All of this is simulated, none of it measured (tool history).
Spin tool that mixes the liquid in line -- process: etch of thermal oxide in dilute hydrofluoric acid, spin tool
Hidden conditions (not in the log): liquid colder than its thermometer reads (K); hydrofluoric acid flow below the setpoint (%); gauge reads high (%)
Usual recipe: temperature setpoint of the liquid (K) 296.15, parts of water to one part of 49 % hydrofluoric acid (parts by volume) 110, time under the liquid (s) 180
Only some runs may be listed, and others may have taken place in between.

run   hour  temperature setpoint of the liquid (K)  parts of water to one part of 49 % hydrofluoric acid (parts by volume)  time under the liquid (s)  wafers since the last listed run  hours since the thermometer was replaced  hours since the hydrofluoric acid flow meter was replaced  hours since the gauge calibration  read-back film thickness of the thermal oxide reference wafer, read on the same gauge (nm)  thickness taken off the thermal oxide on a monitor wafer (angstrom)
  1      0                                  296.15                                                                     110                        180                                 0                                     298.3                                                      700.5                              103.2                                                                                      129.99                                                                 90.1
  2   18.5                                  296.15                                                                     110                        180                               116                                     316.8                                                        719                              121.7                                                                                      130.02                                                                 90.6
  3   40.9                                  296.15                                                                     110                        180                               141                                     339.2                                                      741.4                              144.1                                                                                         130                                                                   91
  4  119.5                                  296.15                                                                     150                        180                               496                                     417.8                                                        820                              222.7                                                                                      130.01                                                                 63.2
  5  137.1                                  296.15                                                                     150                        180                               111                                     435.4                                                      837.6                              240.3                                                                                      130.02                                                                 63.9
  6  150.9                                  294.65                                                                      75                        180                                87                                     449.2                                                      851.4                              254.1                                                                                      130.02                                                                129.4
  7  163.8                                  294.65                                                                      75                        180                                81                                     462.1                                                      864.3                                267                                                                                         130                                                                130.1
  8  197.6                                  294.65                                                                      75                        180                               213                                     495.9                                                      898.1                              300.8                                                                                      129.98                                                                130.5
  9  217.8                                  297.65                                                                     110                        120                               127                                     516.1                                                      918.3                                321                                                                                      129.97                                                                   64
 10  235.7                                  296.15                                                                     110                        180                               113                                       534                                                      936.2                              338.9                                                                                      130.01                                                                 90.6
 11  286.8                                  294.65                                                                     150                         90                               322                                     585.1                                                      987.3                                390                                                                                         130                                                                   30
     298.7  -- hydrofluoric acid flow meter replaced
 12  301.6                                  292.15                                                                     110                         95                                87                                     599.9                                                        2.9                              404.8                                                                                      129.99                                                                 40.6
 13  334.8                                  293.65                                                                     110                        235                               209                                     633.1                                                       36.1                                438                                                                                      129.98                                                                106.2
 14  349.3                                  294.65                                                                      75                        120                                91                                     647.6                                                       50.6                              452.5                                                                                      130.02                                                                 87.1
     355.2  -- thermometer replaced
       363  -- gauge calibrated
 15  443.2                                  299.65                                                                      80                        280                               586                                        88                                                      144.5                               80.2                                                                                      130.02                                                                231.9
 16  470.6                                  300.15                                                                     165                        110                               172                                     115.4                                                      171.9                              107.6                                                                                         130                                                                 40.3
 17  488.1                                  297.65                                                                     155                        135                               110                                     132.9                                                      189.4                              125.1                                                                                      129.99                                                                 48.4
 18  511.4                                  294.65                                                                      75                        180                               147                                     156.2                                                      212.7                              148.4                                                                                      129.98                                                                130.3
 19  536.9                                  300.65                                                                      90                        265                               160                                     181.7                                                      238.2                              173.9                                                                                         130                                                                199.4

What if the next run were any one of these 5? Each begins from the tool's condition after run 19:
  A  537.4                                  296.15                                                                     110                        275                                 3                                     182.2                                                      238.7                              174.4                                                                                           ?                                                                    ?
  B  537.4                                  293.65                                                                     150                        260                                 3                                     182.2                                                      238.7                              174.4                                                                                           ?                                                                    ?
  C  537.4                                  293.15                                                                     150                        105                                 3                                     182.2                                                      238.7                              174.4                                                                                           ?                                                                    ?
  D  537.4                                  296.15                                                                      60                         80                                 3                                     182.2                                                      238.7                              174.4                                                                                           ?                                                                    ?
  E  537.4                                  298.65                                                                      70                        215                                 3                                     182.2                                                      238.7                              174.4                                                                                           ?                                                                    ?

run  read-back film thickness of the thermal oxide reference wafer, read on the same gauge (nm)  thickness taken off the thermal oxide on a monitor wafer (angstrom)
  A                                                                                      129.99                                                                139.1
  B                                                                                      129.99                                                                 83.5
  C                                                                                      129.99                                                                 33.1
  D                                                                                      129.99                                                                 78.9
  E                                                                                      129.99                                                                198.5
The same runs, with their run-to-run variation unchanged, on a tool lacking any hidden condition would have given:
run  thickness taken off the thermal oxide on a monitor wafer (angstrom)
  A                                                                139.1
  B                                                                 83.5
  C                                                                 33.1
  D                                                                 78.9
  E                                                                198.5
